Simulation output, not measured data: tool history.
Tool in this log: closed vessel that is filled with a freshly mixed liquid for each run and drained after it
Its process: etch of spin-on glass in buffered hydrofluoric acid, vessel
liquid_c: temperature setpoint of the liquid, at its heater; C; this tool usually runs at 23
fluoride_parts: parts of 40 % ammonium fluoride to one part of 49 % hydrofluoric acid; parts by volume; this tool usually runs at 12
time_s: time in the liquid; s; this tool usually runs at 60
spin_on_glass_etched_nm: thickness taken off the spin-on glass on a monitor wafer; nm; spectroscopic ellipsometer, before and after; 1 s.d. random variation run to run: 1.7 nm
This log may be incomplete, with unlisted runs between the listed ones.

run     day  liquid_c  fluoride_parts  time_s  wafers since the last listed run  hours since the thermometer was replaced  hours since the hydrofluoric acid flow meter was replaced  hours since the gauge calibration  read-back film thickness of the spin-on glass reference wafer, read on the same gauge (nm)  spin_on_glass_etched_nm
  1       0        23             9.5      60                                 0                                      1569                                                     1874.1                                397                                                                                          70                   247.46
  2   0.704      25.5              12      60                              1872                                    1585.9                                                       1891                              413.9                                                                                       70.02                   229.51
  3   2.488      25.5              12      60                              4742                                    1628.7                                                     1933.8                              456.7                                                                                       69.99                   227.52
  4   3.088        23              12      60                              1595                                    1643.1                                                     1948.2                              471.1                                                                                          70                   199.03
  5   3.908        23              12      60                              2182                                    1662.8                                                     1967.9                              490.8                                                                                          70                   198.52
  6   4.792        23              12      60                              2348                                      1684                                                     1989.1                                512                                                                                       69.99                   198.25
  7   6.788        23              12      60                              5307                                    1731.9                                                       2037                              559.9                                                                                          70                    202.5
  8   9.258        23              12      60                              6570                                    1791.2                                                     2096.3                              619.2                                                                                       70.02                    202.5
  9  10.583        23              12      60                              3523                                      1823                                                     2128.1                                651                                                                                       70.02                   202.84
 10  11.396        23              12      60                              2160                                    1842.5                                                     2147.6                              670.5                                                                                       70.03                   203.17
 11  12.054        23              12      60                              1750                                    1858.3                                                     2163.4                              686.3                                                                                       70.01                   195.78
     13.229  -- gauge calibrated
 12  16.308        23              12      60                             11312                                    1960.4                                                     2265.5                               73.9                                                                                          70                   199.54
       16.8  -- hydrofluoric acid flow meter replaced
 13  20.658        23              12      60                             11456                                    2064.8                                                       92.6                              178.3                                                                                       69.99                   198.98
     21.275  -- thermometer replaced
 14  21.446      21.5             8.5      70                              1983                                       4.1                                                      111.5                              197.2                                                                                          70                   294.65
 15  22.875        23              12      60                              3800                                      38.4                                                      145.8                              231.5                                                                                       69.99                   201.86
 16  23.667      27.5               9      90                              2105                                      57.4                                                      164.8                              250.5                                                                                          70                   485.42

What will run 17 give?
 17  24.912        23              12      60                              3312                                      87.3                                                      194.7                              280.4                                                                                           ?                        ?

Run 17 yielded read-back film thickness of the spin-on glass reference wafer, read on the same gauge (nm) 70, spin_on_glass_etched_nm 196.68 nm.
If the tool had no hidden condition, the same run with the same run-to-run variation would have returned spin_on_glass_etched_nm 196.68 nm.

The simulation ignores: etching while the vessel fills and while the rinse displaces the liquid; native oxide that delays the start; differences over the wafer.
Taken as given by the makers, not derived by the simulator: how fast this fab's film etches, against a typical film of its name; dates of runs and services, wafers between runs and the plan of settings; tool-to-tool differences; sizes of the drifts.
